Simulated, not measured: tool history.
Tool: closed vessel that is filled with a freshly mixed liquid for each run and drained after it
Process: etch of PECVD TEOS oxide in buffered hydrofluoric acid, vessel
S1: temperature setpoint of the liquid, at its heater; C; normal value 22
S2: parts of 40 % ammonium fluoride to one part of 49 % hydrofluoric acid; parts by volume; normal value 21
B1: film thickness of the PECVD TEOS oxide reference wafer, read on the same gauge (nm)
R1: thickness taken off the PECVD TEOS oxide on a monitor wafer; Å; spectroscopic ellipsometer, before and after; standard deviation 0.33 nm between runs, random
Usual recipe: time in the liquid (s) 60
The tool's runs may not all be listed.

{"run": 1, "hour": 0.0, "S1": 22, "S2": 21, "time in the liquid (s)": 60, "B1": 99.98, "R1": 345.9}
{"run": 2, "hour": 61.4, "S1": 22, "S2": 21, "time in the liquid (s)": 60, "B1": 99.98, "R1": 343.5}
{"run": 3, "hour": 129.5, "S1": 22, "S2": 21, "time in the liquid (s)": 60, "B1": 100.01, "R1": 344.6}
{"run": 4, "hour": 236.4, "S1": 22, "S2": 21, "time in the liquid (s)": 60, "B1": 99.99, "R1": 338.4}
{"run": 5, "hour": 300.6, "S1": 22, "S2": 22.5, "time in the liquid (s)": 60, "B1": 100.02, "R1": 331.5}
{"run": 6, "hour": 365.5, "S1": 22, "S2": 22.5, "time in the liquid (s)": 60, "B1": 100.01, "R1": 323.8}
{"hour": 472.2, "done": "thermometer replaced"}
{"run": 7, "hour": 540.5, "S1": 22, "S2": 21, "time in the liquid (s)": 60, "B1": 100.01, "R1": 335.1}
{"run": 8, "hour": 596.9, "S1": 22, "S2": 21, "time in the liquid (s)": 60, "B1": 99.98, "R1": 346.1}
{"run": 9, "hour": 652.9, "S1": 22, "S2": 21, "time in the liquid (s)": 70, "B1": 100.01, "R1": 395.7}
{"run": 10, "hour": 712.0, "S1": 22, "S2": 21, "time in the liquid (s)": 70, "B1": 99.98, "R1": 401.4}
{"run": 11, "hour": 815.4, "S1": 20.5, "S2": 26.5, "time in the liquid (s)": 50, "B1": 99.99, "R1": 228.1}
{"run": 12, "hour": 898.5, "S1": 23.5, "S2": 27, "time in the liquid (s)": 75, "B1": 99.95, "R1": 392.2}
{"run": 13, "hour": 969.5, "S1": 22, "S2": 21, "time in the liquid (s)": 40, "B1": 100.01, "R1": 228.3}
{"hour": 1004.5, "done": "gauge calibrated"}
{"run": 14, "hour": 1041.1, "S1": 22, "S2": 21, "time in the liquid (s)": 60, "B1": 100.01, "R1": 343.4}
{"run": 15, "hour": 1088.9, "S1": 22, "S2": 21, "time in the liquid (s)": 60, "B1": 100, "R1": 340.3}
{"hour": 1096.8, "done": "thermometer replaced"}
{"hour": 1100.0, "done": "hydrofluoric acid flow meter replaced"}
{"run": 16, "hour": 1180.1, "S1": 20, "S2": 23.5, "time in the liquid (s)": 70, "B1": 100, "R1": 335.4}
{"run": 17, "hour": 1275.7, "S1": 22, "S2": 21, "time in the liquid (s)": 60, "B1": 100.01, "R1": 341.6}
{"run": 18, "hour": 1355.9, "S1": 22, "S2": 21, "time in the liquid (s)": 60, "B1": 99.99, "R1": 345.7}
{"run": 19, "hour": 1443.0, "S1": 25, "S2": 18.5, "time in the liquid (s)": 95, "B1": 99.99, "R1": 712.6}
{"run": 20, "hour": 1518.6, "S1": 22, "S2": 21, "time in the liquid (s)": 80, "B1": 100.01, "R1": 457.4}
{"run": 21, "hour": 1564.5, "S1": 25, "S2": 14.5, "time in the liquid (s)": 45, "B1": 100.02, "R1": 430.5}

Consider 5 possible next runs. They are alternatives, not a sequence: every one starts from the tool as it was left by run 21. What does each give?
{"run": "A", "hour": 1565.2, "S1": 22, "S2": 21, "time in the liquid (s)": 60, "B1": "?", "R1": "?"}
{"run": "B", "hour": 1565.2, "S1": 20, "S2": 21, "time in the liquid (s)": 60, "B1": "?", "R1": "?"}
{"run": "C", "hour": 1565.2, "S1": 23.5, "S2": 18, "time in the liquid (s)": 85, "B1": "?", "R1": "?"}
{"run": "D", "hour": 1565.2, "S1": 22, "S2": 21, "time in the liquid (s)": 75, "B1": "?", "R1": "?"}
{"run": "E", "hour": 1565.2, "S1": 25, "S2": 14.5, "time in the liquid (s)": 50, "B1": "?", "R1": "?"}

run=A B1=99.98 R1=343.6
run=B B1=99.98 R1=307.3
run=C B1=99.98 R1=606.7
run=D B1=99.98 R1=429.5
run=E B1=99.98 R1=479.1
What these runs would have given with no unlogged condition in the tool:
run=A R1=343.6
run=B R1=307.3
run=C R1=606.7
run=D R1=429.5
run=E R1=479.1
